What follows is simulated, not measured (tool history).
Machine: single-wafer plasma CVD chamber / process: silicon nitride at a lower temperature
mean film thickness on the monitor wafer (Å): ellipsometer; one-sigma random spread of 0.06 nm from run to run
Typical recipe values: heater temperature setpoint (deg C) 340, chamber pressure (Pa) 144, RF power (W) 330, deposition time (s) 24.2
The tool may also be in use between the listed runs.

| run | hour | heater temperature setpoint (deg C) | chamber pressure (Pa) | RF power (W) | deposition time (s) | read-back reference wafer on the same gauge, thickness_nm | mean film thickness on the monitor wafer (Å) |
|---|---|---|---|---|---|---|---|
| 1 | 0.0 | 334 | 144 | 330 | 24.2 | 30.189 | 261.13 |
| 2 | 25.0 | 334 | 144 | 330 | 24.2 | 30.208 | 260.55 |
| 3 | 40.9 | 330 | 135 | 330 | 24.2 | 30.175 | 252.77 |
| 4 | 57.2 | 340 | 144 | 330 | 24.2 | 30.194 | 259.03 |
| 5 | 90.8 | 340 | 144 | 330 | 24.2 | 30.195 | 259.86 |
| 6 | 107.3 | 340 | 144 | 330 | 24.2 | 30.210 | 261.76 |
| 7 | 132.4 | 344 | 144 | 330 | 24.2 | 30.192 | 259.95 |
| 8 | 155.2 | 344 | 144 | 330 | 24.2 | 30.214 | 259.25 |
| 9 | 187.1 | 340 | 144 | 330 | 26.2 | 30.199 | 281.19 |
| 10 | 204.2 | 340 | 144 | 330 | 26.2 | 30.178 | 282.14 |
| 11 | 232.8 | 340 | 144 | 330 | 24.2 | 30.215 | 261.10 |
| 12 | 262.8 | 340 | 144 | 330 | 24.2 | 30.199 | 259.28 |
| 13 | 291.6 | 340 | 144 | 330 | 24.2 | 30.210 | 260.83 |
| 14 | 322.0 | 340 | 144 | 330 | 24.2 | 30.213 | 259.72 |
| 15 | 356.5 | 350 | 144 | 280 | 24.2 | 30.209 | 237.73 |
| 16 | 378.2 | 340 | 144 | 330 | 24.2 | 30.209 | 260.69 |
| 17 | 396.6 | 351 | 116 | 330 | 24.2 | 30.202 | 232.68 |
| 18 | 482.3 | 340 | 144 | 330 | 24.2 | 30.192 | 258.33 |
| 19 | 512.0 | 340 | 115 | 305 | 28.5 | 30.211 | 255.70 |
| 20 | 524.3 | 334 | 144 | 330 | 24.2 | 30.209 | 258.21 |
| 21 | 550.1 | 340 | 144 | 330 | 24.2 | 30.189 | 257.33 |
| 22 | 579.2 | 326 | 168 | 275 | 20.0 | 30.196 | 207.14 |
| 23 | 611.2 | 340 | 124 | 305 | 20.9 | 30.198 | 195.95 |
| 24 | 636.5 | 334 | 129 | 395 | 24.2 | 30.202 | 267.57 |
| 25 | 661.4 | 352 | 168 | 330 | 24.2 | 30.203 | 272.24 |
| 26 | 677.8 | 355 | 128 | 275 | 24.2 | 30.209 | 217.86 |
| 27 | 707.3 | 340 | 144 | 330 | 24.2 | 30.202 | 254.70 |
| 28 | 724.3 | 330 | 133 | 330 | 26.7 | 30.175 | 271.80 |

Not shown: 5 entries that the log had between the listed runs. Between which runs, and how does the tool's hidden state differ before and after?
From run 14 to run 15: gauge calibrated (hour 355.1)
  delivered RF power above the setpoint (%): -5.03 -> -5.07; true pressure above the setpoint (%): 7.1 -> 7.23
  difference, measured minus the result without the unlogged condition, mean film thickness on the monitor wafer (Å): +0.96 -> +0.76
From run 17 to run 18: capacitance manometer re-zeroed and calibrated (hour 470.9); RF generator calibrated (hour 481.6)
  delivered RF power above the setpoint (%): -5.11 -> -0.144; true pressure above the setpoint (%): 7.38 -> -1.54
  difference, measured minus the result without the unlogged condition, mean film thickness on the monitor wafer (Å): +2.04 -> -2.11
From run 18 to run 19: showerhead replaced (hour 509.1)
  delivered RF power above the setpoint (%): -0.144 -> -0.521; true pressure above the setpoint (%): -1.54 -> -1.43
  difference, measured minus the result without the unlogged condition, mean film thickness on the monitor wafer (Å): -2.11 -> -2.97
From run 21 to run 22: thermocouple changed; heater temperature recalibrated (hour 562.2)
  delivered RF power above the setpoint (%): -0.963 -> -1.27; true pressure above the setpoint (%): -1.29 -> -1.18
  difference, measured minus the result without the unlogged condition, mean film thickness on the monitor wafer (Å): -2.93 -> -2.58

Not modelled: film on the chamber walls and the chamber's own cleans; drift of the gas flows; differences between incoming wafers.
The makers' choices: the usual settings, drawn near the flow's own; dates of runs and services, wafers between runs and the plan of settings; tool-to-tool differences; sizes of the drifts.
